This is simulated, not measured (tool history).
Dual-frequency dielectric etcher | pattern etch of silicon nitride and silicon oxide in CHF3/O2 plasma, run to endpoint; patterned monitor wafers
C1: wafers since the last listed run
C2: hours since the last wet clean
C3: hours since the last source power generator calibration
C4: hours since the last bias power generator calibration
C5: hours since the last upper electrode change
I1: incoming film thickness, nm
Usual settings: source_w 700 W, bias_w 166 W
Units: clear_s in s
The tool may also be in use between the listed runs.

run 1 hour=0.0 | source_w=700 bias_w=166 | C1=0 C2=302.6 C3=1834.4 C4=2467.5 C5=4087.3 | I1=194.3 | clear_s=109.6
run 2 hour=6.0 | source_w=700 bias_w=166 | C1=41 C2=308.6 C3=1840.4 C4=2473.5 C5=4093.3 | I1=194.1 | clear_s=109.3
run 3 hour=19.7 | source_w=570 bias_w=166 | C1=95 C2=322.3 C3=1854.1 C4=2487.2 C5=4107.0 | I1=195.4 | clear_s=122.3
run 4 hour=33.1 | source_w=570 bias_w=166 | C1=93 C2=335.7 C3=1867.5 C4=2500.6 C5=4120.4 | I1=193.9 | clear_s=120.7
run 5 hour=41.1 | source_w=700 bias_w=166 | C1=55 C2=343.7 C3=1875.5 C4=2508.6 C5=4128.4 | I1=196.4 | clear_s=108.1
run 6 hour=53.7 | source_w=790 bias_w=147 | C1=88 C2=356.3 C3=1888.1 C4=2521.2 C5=4141.0 | I1=192.8 | clear_s=105.4
run 7 hour=63.0 | source_w=790 bias_w=147 | C1=65 C2=365.6 C3=1897.4 C4=2530.5 C5=4150.3 | I1=192.8 | clear_s=105.2
run 8 hour=80.7 | source_w=790 bias_w=147 | C1=123 C2=383.3 C3=1915.1 C4=2548.2 C5=4168.0 | I1=194.3 | clear_s=106.0
run 9 hour=89.1 | source_w=700 bias_w=197 | C1=58 C2=391.7 C3=1923.5 C4=2556.6 C5=4176.4 | I1=195.6 | clear_s=101.9
run 10 hour=97.4 | source_w=700 bias_w=197 | C1=58 C2=400.0 C3=1931.8 C4=2564.9 C5=4184.7 | I1=194.7 | clear_s=101.0
run 11 hour=106.4 | source_w=700 bias_w=166 | C1=62 C2=409.0 C3=1940.8 C4=2573.9 C5=4193.7 | I1=195.4 | clear_s=107.9
run 12 hour=117.7 | source_w=780 bias_w=151 | C1=79 C2=420.3 C3=1952.1 C4=2585.2 C5=4205.0 | I1=193.7 | clear_s=104.9
run 13 hour=135.4 | source_w=780 bias_w=199 | C1=123 C2=438.0 C3=1969.8 C4=2602.9 C5=4222.7 | I1=194.4 | clear_s=95.0
run 14 hour=147.2 | source_w=750 bias_w=142 | C1=82 C2=449.8 C3=1981.6 C4=2614.7 C5=4234.5 | I1=194.4 | clear_s=109.4
run 15 hour=157.6 | source_w=700 bias_w=166 | C1=72 C2=460.2 C3=1992.0 C4=2625.1 C5=4244.9 | I1=195.7 | clear_s=106.9
run 16 hour=172.5 | source_w=700 bias_w=182 | C1=104 C2=475.1 C3=2006.9 C4=2640.0 C5=4259.8 | I1=192.7 | clear_s=101.8
-- hour=177.0 bias power generator calibrated
run 17 hour=182.0 | source_w=700 bias_w=166 | C1=38 C2=484.6 C3=2016.4 C4=5.0 C5=4269.3 | I1=192.5 | clear_s=106.4
-- hour=190.1 source power generator calibrated
-- hour=206.2 wet clean of the chamber
-- hour=208.3 upper electrode replaced
run 18 hour=208.8 | source_w=840 bias_w=199 | C1=32 C2=2.6 C3=18.7 C4=31.8 C5=0.5 | I1=193.4 | clear_s=96.3
run 19 hour=241.1 | source_w=600 bias_w=207 | C1=225 C2=34.9 C3=51.0 C4=64.1 C5=32.8 | I1=195.0 | clear_s=112.2
run 20 hour=293.0 | source_w=590 bias_w=135 | C1=362 C2=86.8 C3=102.9 C4=116.0 C5=84.7 | I1=196.2 | clear_s=136.0
run 21 hour=305.9 | source_w=630 bias_w=177 | C1=90 C2=99.7 C3=115.8 C4=128.9 C5=97.6 | I1=196.4 | clear_s=115.8
run 22 hour=351.4 | source_w=780 bias_w=155 | C1=318 C2=145.2 C3=161.3 C4=174.4 C5=143.1 | I1=192.6 | clear_s=106.6

Forecast each of these 4 alternatives for the next run:
run A hour=351.9 | source_w=580 bias_w=166 | C1=3 C2=145.7 C3=161.8 C4=174.9 C5=143.6 | I1=195.7 | clear_s=?
run B hour=351.9 | source_w=850 bias_w=140 | C1=3 C2=145.7 C3=161.8 C4=174.9 C5=143.6 | I1=195.7 | clear_s=?
run C hour=351.9 | source_w=850 bias_w=141 | C1=3 C2=145.7 C3=161.8 C4=174.9 C5=143.6 | I1=195.7 | clear_s=?
run D hour=351.9 | source_w=810 bias_w=131 | C1=3 C2=145.7 C3=161.8 C4=174.9 C5=143.6 | I1=195.7 | clear_s=?

run=A clear_s=124.0
run=B clear_s=107.9
run=C clear_s=107.7
run=D clear_s=113.3
Without the tool's hidden state the same runs would have given:
run=A clear_s=125.6
run=B clear_s=109.3
run=C clear_s=109.0
run=D clear_s=114.7
